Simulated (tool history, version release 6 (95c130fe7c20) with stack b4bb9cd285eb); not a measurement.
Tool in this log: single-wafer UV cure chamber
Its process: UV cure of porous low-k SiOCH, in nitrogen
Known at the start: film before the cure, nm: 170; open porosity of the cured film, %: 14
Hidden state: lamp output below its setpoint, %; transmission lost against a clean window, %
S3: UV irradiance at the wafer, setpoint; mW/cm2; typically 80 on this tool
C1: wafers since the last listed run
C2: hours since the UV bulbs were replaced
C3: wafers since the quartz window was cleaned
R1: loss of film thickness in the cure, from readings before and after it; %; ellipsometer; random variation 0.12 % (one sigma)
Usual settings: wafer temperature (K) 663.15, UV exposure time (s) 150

Run 1, hour 0: usual settings but wafer temperature (K) 674.15, S3 97 mW/cm2; C1 0; C2 817.5; C3 380. Result: R1 8.491 %.
Run 2, hour 14.7: usual settings but wafer temperature (K) 659.15; C1 138; C2 832.2; C3 519. Result: R1 7.618 %.
Run 3, hour 26.5: usual settings but wafer temperature (K) 659.15; C1 111; C2 844; C3 630. Result: R1 7.765 %.
Run 4, hour 36.5: usual settings but wafer temperature (K) 659.15; C1 94; C2 854; C3 724. Result: R1 7.771 %.
Run 5, hour 49: usual settings; C1 117; C2 866.5; C3 842. Result: R1 7.852 %.
Run 6, hour 65.2: usual settings; C1 152; C2 882.7; C3 995. Result: R1 7.672 %.
Run 7, hour 80.9: usual settings; C1 148; C2 898.4; C3 1143. Result: R1 7.937 %.
Run 8, hour 89.9: usual settings; C1 84; C2 907.4; C3 1228. Result: R1 7.749 %.
Run 9, hour 105.1: usual settings; C1 143; C2 922.6; C3 1372. Result: R1 7.837 %.
Run 10, hour 120.5: usual settings; C1 145; C2 938; C3 1517. Result: R1 7.748 %.
Run 11, hour 134.4: usual settings; C1 131; C2 951.9; C3 1648. Result: R1 7.767 %.
Run 12, hour 152.1: usual settings; C1 167; C2 969.6; C3 1815. Result: R1 7.646 %.
Run 13, hour 162.2: usual settings; C1 95; C2 979.7; C3 1911. Result: R1 7.829 %.
Run 14, hour 178.8: usual settings; C1 156; C2 996.3; C3 2067. Result: R1 7.741 %.
Run 15, hour 185.1: usual settings; C1 59; C2 1002.6; C3 2127. Result: R1 7.799 %.
Run 16, hour 195: usual settings; C1 93; C2 1012.5; C3 2220. Result: R1 7.559 %.
Run 17, hour 212.3: usual settings but UV exposure time (s) 185; C1 163; C2 1029.8; C3 2383. Result: R1 8.791 %.
Run 18, hour 229.2: usual settings but S3 49 mW/cm2; C1 159; C2 1046.7; C3 2543. Result: R1 5.862 %.
Run 19, hour 244: usual settings but S3 49 mW/cm2; C1 139; C2 1061.5; C3 2683. Result: R1 6.07 %.
Run 20, hour 257.7: usual settings but S3 49 mW/cm2; C1 129; C2 1075.2; C3 2812. Result: R1 6.175 %.
At hour 279.3: quartz window cleaned.
Run 21, hour 279.8: usual settings but wafer temperature (K) 671.15; C1 133; C2 1097.3; C3 4. Result: R1 8.034 %.
Run 22, hour 287.4: usual settings but S3 108 mW/cm2; C1 71; C2 1104.9; C3 76. Result: R1 8.865 %.
Run 23, hour 304.7: usual settings but wafer temperature (K) 655.15, S3 115 mW/cm2; C1 163; C2 1122.2; C3 239. Result: R1 8.842 %.
Run 24, hour 314.7: usual settings but wafer temperature (K) 652.15, UV exposure time (s) 200; C1 94; C2 1132.2; C3 333. Result: R1 8.715 %.
Run 25, hour 326.7: usual settings but wafer temperature (K) 677.15, S3 61 mW/cm2; C1 113; C2 1144.2; C3 447. Result: R1 7.096 %.
Run 26, hour 335.7: usual settings but S3 113 mW/cm2; C1 84; C2 1153.2; C3 531. Result: R1 8.991 %.
Run 27, hour 347.8: usual settings but wafer temperature (K) 645.15, S3 107 mW/cm2; C1 114; C2 1165.3; C3 646. Result: R1 8.759 %.
Run 28, hour 364.9: usual settings; C1 161; C2 1182.4; C3 807. Result: R1 7.516 %.
Run 29, hour 373.4: usual settings but S3 109 mW/cm2; C1 80; C2 1190.9; C3 887. Result: R1 9.279 %.
Run 30, hour 395.2: usual settings but wafer temperature (K) 676.15, UV exposure time (s) 120, S3 96 mW/cm2; C1 205; C2 1212.7; C3 1093. Result: R1 7.738 %.
Run 31, hour 412.8: usual settings but wafer temperature (K) 680.15, UV exposure time (s) 230, S3 46 mW/cm2; C1 166; C2 1230.3; C3 1259. Result: R1 7.735 %.
At hour 424: UV bulbs replaced.
Run 32, hour 424.5: usual settings but wafer temperature (K) 648.15, UV exposure time (s) 125, S3 45 mW/cm2; C1 34; C2 0.5; C3 1294. Result: R1 4.939 %.
Run 33, hour 452.6: usual settings but wafer temperature (K) 673.15, UV exposure time (s) 195, S3 98 mW/cm2; C1 265; C2 28.6; C3 1559. Result: R1 9.941 %.
Run 34, hour 466.7: usual settings but S3 49 mW/cm2; C1 133; C2 42.7; C3 1692. Result: R1 6.035 %.
Run 35, hour 482.5: usual settings but wafer temperature (K) 645.15, S3 97 mW/cm2; C1 149; C2 58.5; C3 1841. Result: R1 8.285 %.
Run 36, hour 491.9: usual settings but wafer temperature (K) 644.15, UV exposure time (s) 175, S3 44 mW/cm2; C1 88; C2 67.9; C3 1930. Result: R1 5.86 %.

Run 37 is up next; what results do you expect?
Run 37, hour 498.6: usual settings; C1 63; C2 74.6; C3 1993. Result: R1 ?.

{"run 37": {"R1": 7.728}}
Take away the tool's hidden state, keep the run-to-run variation as it was, and the same run would have given R1 7.728 %.

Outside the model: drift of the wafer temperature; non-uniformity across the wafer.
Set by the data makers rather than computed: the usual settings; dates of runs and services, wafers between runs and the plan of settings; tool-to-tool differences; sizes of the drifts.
